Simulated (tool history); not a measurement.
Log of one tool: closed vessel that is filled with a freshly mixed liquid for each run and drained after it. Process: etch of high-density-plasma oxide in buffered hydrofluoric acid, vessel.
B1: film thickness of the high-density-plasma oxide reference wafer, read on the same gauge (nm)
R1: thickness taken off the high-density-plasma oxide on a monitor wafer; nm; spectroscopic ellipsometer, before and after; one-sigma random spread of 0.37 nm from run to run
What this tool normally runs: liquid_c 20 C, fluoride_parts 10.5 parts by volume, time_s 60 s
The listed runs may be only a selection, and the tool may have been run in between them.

Run 1, hour 0: usual settings but fluoride_parts 8.5 parts by volume; B1 60. Result: R1 68.98 nm.
Run 2, hour 18.2: usual settings but fluoride_parts 8.5 parts by volume; B1 60.02. Result: R1 68.86 nm.
Run 3, hour 53.4: usual settings; B1 60. Result: R1 58.21 nm.
Run 4, hour 82.2: usual settings but liquid_c 17 C; B1 59.94. Result: R1 49 nm.
Run 5, hour 115.5: usual settings; B1 59.97. Result: R1 58.31 nm.
At hour 126.1: gauge calibrated.
Run 6, hour 145.3: usual settings; B1 59.96. Result: R1 58.63 nm.
Run 7, hour 178.9: usual settings; B1 60.01. Result: R1 58.49 nm.
At hour 182.2: thermometer replaced.
Run 8, hour 211.2: usual settings but liquid_c 21.5 C, fluoride_parts 7.5 parts by volume, time_s 80 s; B1 59.99. Result: R1 110.64 nm.
Run 9, hour 224.6: usual settings; B1 60.03. Result: R1 55.92 nm.
Run 10, hour 239: usual settings but liquid_c 24.5 C, fluoride_parts 12.5 parts by volume, time_s 70 s; B1 60. Result: R1 70.17 nm.
Run 11, hour 260.4: usual settings but liquid_c 17 C, fluoride_parts 8.5 parts by volume, time_s 35 s; B1 59.97. Result: R1 32.44 nm.
Run 12, hour 283.1: usual settings; B1 59.97. Result: R1 56.14 nm.
Run 13, hour 315.9: usual settings but liquid_c 17 C, fluoride_parts 7 parts by volume, time_s 70 s; B1 59.99. Result: R1 80.46 nm.
Run 14, hour 339.1: usual settings but liquid_c 17.5 C; B1 59.98. Result: R1 48.19 nm.
Run 15, hour 372.3: usual settings but liquid_c 17 C; B1 59.98. Result: R1 47.14 nm.
Run 16, hour 389.5: usual settings but liquid_c 18 C, fluoride_parts 8.5 parts by volume, time_s 90 s; B1 60.01. Result: R1 88.75 nm.
Run 17, hour 411.9: usual settings; B1 59.98. Result: R1 55.81 nm.
Run 18, hour 445: usual settings but fluoride_parts 8.5 parts by volume, time_s 45 s; B1 59.98. Result: R1 50.29 nm.
At hour 461.9: hydrofluoric acid flow meter replaced.
Run 19, hour 480.4: usual settings but liquid_c 18.5 C, fluoride_parts 14.5 parts by volume, time_s 45 s; B1 59.95. Result: R1 28.24 nm.
Run 20, hour 492.5: usual settings but fluoride_parts 7 parts by volume; B1 60.03. Result: R1 83 nm.
Run 21, hour 527: usual settings but fluoride_parts 13.5 parts by volume; B1 60.02. Result: R1 43.57 nm.
Run 22, hour 552.5: usual settings but time_s 45 s; B1 59.93. Result: R1 41.96 nm.
Run 23, hour 565: usual settings but liquid_c 18 C, fluoride_parts 8.5 parts by volume, time_s 85 s; B1 59.99. Result: R1 84.9 nm.
Run 24, hour 589.8: usual settings but liquid_c 18 C, fluoride_parts 12 parts by volume, time_s 70 s; B1 59.96. Result: R1 52.3 nm.
Run 25, hour 624.6: usual settings but fluoride_parts 12.5 parts by volume; B1 60.01. Result: R1 48.13 nm.
Run 26, hour 638.1: usual settings; B1 60.02. Result: R1 56.38 nm.
Run 27, hour 667.5: usual settings; B1 60.02. Result: R1 56.68 nm.
Run 28, hour 694.5: usual settings but liquid_c 23.5 C, fluoride_parts 9 parts by volume, time_s 30 s; B1 60.02. Result: R1 38.16 nm.
Run 29, hour 727.2: usual settings but liquid_c 22.5 C, fluoride_parts 9 parts by volume, time_s 45 s; B1 59.97. Result: R1 54.17 nm.
Run 30, hour 830.9: usual settings but fluoride_parts 7 parts by volume, time_s 35 s; B1 60.02. Result: R1 49.37 nm.

The logged runs with the hidden state left out (each run's random variation unchanged):
Hidden state present: liquid hotter than its thermometer reads (K); hydrofluoric acid flow below the setpoint (%); gauge reads high (%).
run      R1
  1   65.67
  2   65.49
  3    55.3
  4   46.42
  5   55.23
  6   55.48
  7   55.25
  8  109.91
  9   55.51
 10    69.6
 11   32.14
 12   55.58
 13   79.55
 14    47.6
 15    46.5
 16   87.45
 17   54.97
 18   49.46
 19   27.73
 20   81.48
 21   42.71
 22   41.08
 23   83.04
 24    51.1
 25   46.99
 26   55.01
 27   55.24
 28   37.17
 29   52.67
 30   47.77
